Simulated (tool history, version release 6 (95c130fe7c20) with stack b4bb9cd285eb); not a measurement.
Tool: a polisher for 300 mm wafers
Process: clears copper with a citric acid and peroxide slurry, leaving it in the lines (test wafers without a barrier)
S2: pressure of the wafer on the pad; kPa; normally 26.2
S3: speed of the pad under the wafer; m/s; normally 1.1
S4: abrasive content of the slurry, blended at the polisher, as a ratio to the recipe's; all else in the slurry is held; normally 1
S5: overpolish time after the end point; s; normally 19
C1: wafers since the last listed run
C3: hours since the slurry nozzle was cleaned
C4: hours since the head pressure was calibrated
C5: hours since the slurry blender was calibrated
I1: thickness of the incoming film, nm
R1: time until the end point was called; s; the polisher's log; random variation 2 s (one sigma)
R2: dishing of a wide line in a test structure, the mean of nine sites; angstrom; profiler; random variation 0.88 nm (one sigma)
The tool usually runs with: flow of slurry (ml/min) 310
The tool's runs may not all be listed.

run 1 hour=0 | flow_of_slurry_(ml/min)=310 S2=21.4 S3=1.1 S4=0.8 S5=19 | C1=0 wafers_polished_on_this_pad=1161 C3=394.9 C4=752.3 C5=42.7 | I1=368 | R1=221 R2=254
run 2 hour=15.9 | flow_of_slurry_(ml/min)=310 S2=21.4 S3=1.1 S4=0.8 S5=19 | C1=64 wafers_polished_on_this_pad=1226 C3=410.8 C4=768.2 C5=58.6 | I1=371.9 | R1=220.9 R2=269
run 3 hour=23.6 | flow_of_slurry_(ml/min)=310 S2=26.2 S3=1.1 S4=1 S5=19 | C1=31 wafers_polished_on_this_pad=1258 C3=418.5 C4=775.9 C5=66.3 | I1=368.4 | R1=174.9 R2=316
run 4 hour=33.3 | flow_of_slurry_(ml/min)=310 S2=26.2 S3=1.1 S4=1 S5=19 | C1=39 wafers_polished_on_this_pad=1297 C3=428.2 C4=785.6 C5=76 | I1=378.1 | R1=183.1 R2=307
run 5 hour=45.1 | flow_of_slurry_(ml/min)=310 S2=26.2 S3=1.1 S4=1 S5=19 | C1=48 wafers_polished_on_this_pad=1345 C3=440 C4=797.4 C5=87.8 | I1=375.3 | R1=180 R2=322
run 6 hour=57.7 | flow_of_slurry_(ml/min)=310 S2=26.2 S3=1.1 S4=1 S5=19 | C1=51 wafers_polished_on_this_pad=1397 C3=452.6 C4=810 C5=100.4 | I1=368.8 | R1=182.7 R2=315
run 7 hour=74.3 | flow_of_slurry_(ml/min)=310 S2=26.2 S3=1.1 S4=1 S5=19 | C1=67 wafers_polished_on_this_pad=1464 C3=469.2 C4=826.6 C5=117 | I1=377 | R1=185.3 R2=320
-- hour=85.5 worn pad replaced by a new one
run 8 hour=86 | flow_of_slurry_(ml/min)=310 S2=26.2 S3=1.1 S4=1 S5=19 | C1=31 wafers_polished_on_this_pad=1 C3=480.9 C4=838.3 C5=128.7 | I1=375.3 | R1=165.2 R2=351
run 9 hour=96.2 | flow_of_slurry_(ml/min)=310 S2=26.2 S3=1.1 S4=1 S5=19 | C1=41 wafers_polished_on_this_pad=43 C3=491.1 C4=848.5 C5=138.9 | I1=374 | R1=163 R2=340
run 10 hour=112.1 | flow_of_slurry_(ml/min)=310 S2=26.2 S3=1.24 S4=1 S5=19 | C1=64 wafers_polished_on_this_pad=108 C3=507 C4=864.4 C5=154.8 | I1=371.4 | R1=143.2 R2=372
run 11 hour=127.9 | flow_of_slurry_(ml/min)=310 S2=26.2 S3=1.24 S4=1 S5=19 | C1=64 wafers_polished_on_this_pad=172 C3=522.8 C4=880.2 C5=170.6 | I1=376.4 | R1=149.3 R2=371
run 12 hour=137 | flow_of_slurry_(ml/min)=310 S2=26.2 S3=1.24 S4=1 S5=19 | C1=37 wafers_polished_on_this_pad=209 C3=531.9 C4=889.3 C5=179.7 | I1=379.5 | R1=150.4 R2=385
run 13 hour=149 | flow_of_slurry_(ml/min)=310 S2=26.2 S3=0.78 S4=1 S5=9 | C1=48 wafers_polished_on_this_pad=258 C3=543.9 C4=901.3 C5=191.7 | I1=381.6 | R1=240 R2=122
run 14 hour=163.3 | flow_of_slurry_(ml/min)=310 S2=26.2 S3=0.98 S4=1 S5=26 | C1=58 wafers_polished_on_this_pad=317 C3=558.2 C4=915.6 C5=206 | I1=369.8 | R1=184.2 R2=398
-- hour=169.3 slurry blender recalibrated
-- hour=176 head pressure recalibrated
run 15 hour=176.5 | flow_of_slurry_(ml/min)=310 S2=26.2 S3=1.1 S4=1.2 S5=9 | C1=37 wafers_polished_on_this_pad=354 C3=571.4 C4=0.5 C5=7.2 | I1=373.3 | R1=155.9 R2=183
run 16 hour=190.1 | flow_of_slurry_(ml/min)=310 S2=31.7 S3=1.1 S4=1 S5=19 | C1=55 wafers_polished_on_this_pad=410 C3=585 C4=14.1 C5=20.8 | I1=372.2 | R1=133 R2=406
-- hour=196 slurry nozzle cleaned
run 17 hour=202 | flow_of_slurry_(ml/min)=310 S2=34.5 S3=1.1 S4=0.9 S5=19 | C1=44 wafers_polished_on_this_pad=454 C3=6 C4=26 C5=32.7 | I1=378.4 | R1=125 R2=438
run 18 hour=212.7 | flow_of_slurry_(ml/min)=260 S2=20 S3=1.1 S4=1 S5=19 | C1=43 wafers_polished_on_this_pad=498 C3=16.7 C4=36.7 C5=43.4 | I1=376.5 | R1=217.9 R2=263
run 19 hour=228.8 | flow_of_slurry_(ml/min)=345 S2=26.2 S3=1.36 S4=1 S5=11 | C1=65 wafers_polished_on_this_pad=564 C3=32.8 C4=52.8 C5=59.5 | I1=373.3 | R1=132.4 R2=263
run 20 hour=243.5 | flow_of_slurry_(ml/min)=345 S2=26.2 S3=1.36 S4=1 S5=11 | C1=59 wafers_polished_on_this_pad=623 C3=47.5 C4=67.5 C5=74.2 | I1=372.8 | R1=135.3 R2=253
run 21 hour=250.1 | flow_of_slurry_(ml/min)=310 S2=26.2 S3=1.1 S4=1.2 S5=26 | C1=26 wafers_polished_on_this_pad=650 C3=54.1 C4=74.1 C5=80.8 | I1=368.1 | R1=159.9 R2=445
run 22 hour=261.5 | flow_of_slurry_(ml/min)=310 S2=26.2 S3=1.1 S4=1 S5=19 | C1=46 wafers_polished_on_this_pad=697 C3=65.5 C4=85.5 C5=92.2 | I1=373.1 | R1=167.6 R2=333
run 23 hour=271.1 | flow_of_slurry_(ml/min)=250 S2=29.6 S3=1.1 S4=1 S5=19 | C1=39 wafers_polished_on_this_pad=736 C3=75.1 C4=95.1 C5=101.8 | I1=376.8 | R1=156.9 R2=359
run 24 hour=282.5 | flow_of_slurry_(ml/min)=310 S2=17.2 S3=1.1 S4=1 S5=29 | C1=46 wafers_polished_on_this_pad=783 C3=86.5 C4=106.5 C5=113.2 | I1=375.9 | R1=261.8 R2=322

Consider 3 possible next runs. They are alternatives, not a sequence: every one starts from the tool as it was left by run 24. What does each give?
run A hour=283 | flow_of_slurry_(ml/min)=375 S2=26.2 S3=1.1 S4=1 S5=19 | C1=2 wafers_polished_on_this_pad=785 C3=87 C4=107 C5=113.7 | I1=376.5 | R1=? R2=?
run B hour=283 | flow_of_slurry_(ml/min)=310 S2=18.6 S3=1.22 S4=1 S5=23 | C1=2 wafers_polished_on_this_pad=785 C3=87 C4=107 C5=113.7 | I1=376.5 | R1=? R2=?
run C hour=283 | flow_of_slurry_(ml/min)=255 S2=30.3 S3=0.88 S4=1 S5=25 | C1=2 wafers_polished_on_this_pad=785 C3=87 C4=107 C5=113.7 | I1=376.5 | R1=? R2=?

run=A R1=170.9 R2=329
run=B R1=219.4 R2=308
run=C R1=191.1 R2=380
With the hidden condition removed and each run's random variation left untouched, the same runs would have given:
run=A R1=153.5 R2=361
run=B R1=197.1 R2=338
run=C R1=171.7 R2=416
